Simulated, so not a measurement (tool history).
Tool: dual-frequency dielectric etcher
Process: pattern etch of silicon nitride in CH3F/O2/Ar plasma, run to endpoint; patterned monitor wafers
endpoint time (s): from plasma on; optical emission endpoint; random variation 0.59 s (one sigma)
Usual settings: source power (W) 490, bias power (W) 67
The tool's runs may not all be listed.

| run | hour | source power (W) | bias power (W) | incoming incoming film thickness, nm | endpoint time (s) |
|---|---|---|---|---|---|
| 1 | 0.0 | 490 | 75 | 49.02 | 71.4 |
| 2 | 93.7 | 490 | 75 | 49.03 | 71.1 |
| 3 | 120.4 | 490 | 75 | 49.18 | 69.5 |
| 4 | 215.2 | 490 | 67 | 49.35 | 72.2 |
| 5 | 270.7 | 490 | 67 | 48.85 | 71.6 |
| 6 | 340.7 | 490 | 67 | 48.91 | 72.8 |
| 7 | 380.3 | 490 | 67 | 48.96 | 73.0 |
| 8 | 462.9 | 490 | 67 | 49.53 | 73.0 |
| 9 | 576.0 | 490 | 62 | 48.82 | 74.7 |
| 10 | 612.6 | 490 | 62 | 49.00 | 74.4 |
| 11 | 696.7 | 490 | 67 | 48.94 | 74.3 |
| 12 | 794.8 | 490 | 67 | 49.19 | 74.8 |
| 13 | 861.4 | 490 | 67 | 49.42 | 76.6 |
| 14 | 923.6 | 490 | 67 | 48.79 | 75.6 |
| 15 | 1030.9 | 490 | 67 | 49.07 | 76.6 |
| 16 | 1132.1 | 490 | 67 | 48.56 | 71.7 |
| 17 | 1162.7 | 490 | 67 | 48.90 | 72.0 |
| 18 | 1253.4 | 430 | 62 | 48.46 | 75.2 |
| 19 | 1351.0 | 570 | 82 | 49.13 | 65.0 |
| 20 | 1407.1 | 590 | 73 | 49.08 | 66.3 |
| 21 | 1502.3 | 380 | 83 | 49.38 | 76.5 |
| 22 | 1609.9 | 550 | 58 | 48.87 | 71.1 |
| 23 | 1658.5 | 490 | 67 | 49.03 | 70.8 |
| 24 | 1697.3 | 570 | 63 | 49.50 | 69.5 |
| 25 | 1776.1 | 490 | 55 | 48.82 | 75.7 |
| 26 | 1843.3 | 490 | 67 | 49.16 | 72.7 |
| 27 | 1940.3 | 490 | 74 | 48.97 | 70.1 |
| 28 | 2021.8 | 590 | 83 | 48.86 | 64.9 |
| 29 | 2066.2 | 490 | 67 | 49.18 | 71.6 |
| 30 | 2145.8 | 550 | 73 | 48.91 | 67.0 |
| 31 | 2238.4 | 570 | 67 | 48.52 | 67.8 |
| 32 | 2317.1 | 490 | 67 | 48.85 | 72.6 |
| 33 | 2379.0 | 490 | 67 | 49.16 | 72.9 |
| 34 | 2419.0 | 490 | 67 | 48.86 | 72.8 |
| 35 | 2504.6 | 490 | 72 | 48.94 | 70.8 |

Not shown: 9 entries that the log had between the listed runs. Between which runs, and how does the tool's hidden state differ before and after?
Between runs 1 and 2: wet clean of the chamber (hour 93.2)
  etch rate over this chamber's usual, %: -2.62 -> 0.0641
  measured less the result without the state, endpoint time (s): +1.8 -> +0.0
Between runs 10 and 11: wet clean of the chamber (hour 640.0)
  etch rate over this chamber's usual, %: -2.57 -> -4.72
  measured less the result without the state, endpoint time (s): +1.9 -> +3.5
Between runs 15 and 16: wet clean of the chamber, repeated, since the last time left the tool worse (hour 1131.6)
  etch rate over this chamber's usual, %: -6.42 -> 0.0626
  measured less the result without the state, endpoint time (s): +4.9 -> +0.0
Between runs 21 and 22: wet clean of the chamber (hour 1609.4)
  etch rate over this chamber's usual, %: -1.82 -> 0.155
  measured less the result without the state, endpoint time (s): +1.4 -> -0.1
Between runs 23 and 24: source power generator calibrated (hour 1685.7)
  etch rate over this chamber's usual, %: -0.0915 -> -0.289
  measured less the result without the state, endpoint time (s): +0.0 -> +0.2
Between runs 26 and 27: upper electrode replaced (hour 1906.5)
  etch rate over this chamber's usual, %: -1.03 -> -1.52
  measured less the result without the state, endpoint time (s): +0.7 -> +1.1
Between runs 27 and 28: bias power generator calibrated (hour 1949.6)
  etch rate over this chamber's usual, %: -1.52 -> -1.94
  measured less the result without the state, endpoint time (s): +1.1 -> +1.3
Between runs 28 and 29: wet clean of the chamber (hour 2052.6)
  etch rate over this chamber's usual, %: -1.94 -> -0.0237
  measured less the result without the state, endpoint time (s): +1.3 -> +0.0
Between runs 34 and 35: wet clean of the chamber (hour 2504.1)
  etch rate over this chamber's usual, %: -1.82 -> -0.0175
  measured less the result without the state, endpoint time (s): +1.3 -> +0.0
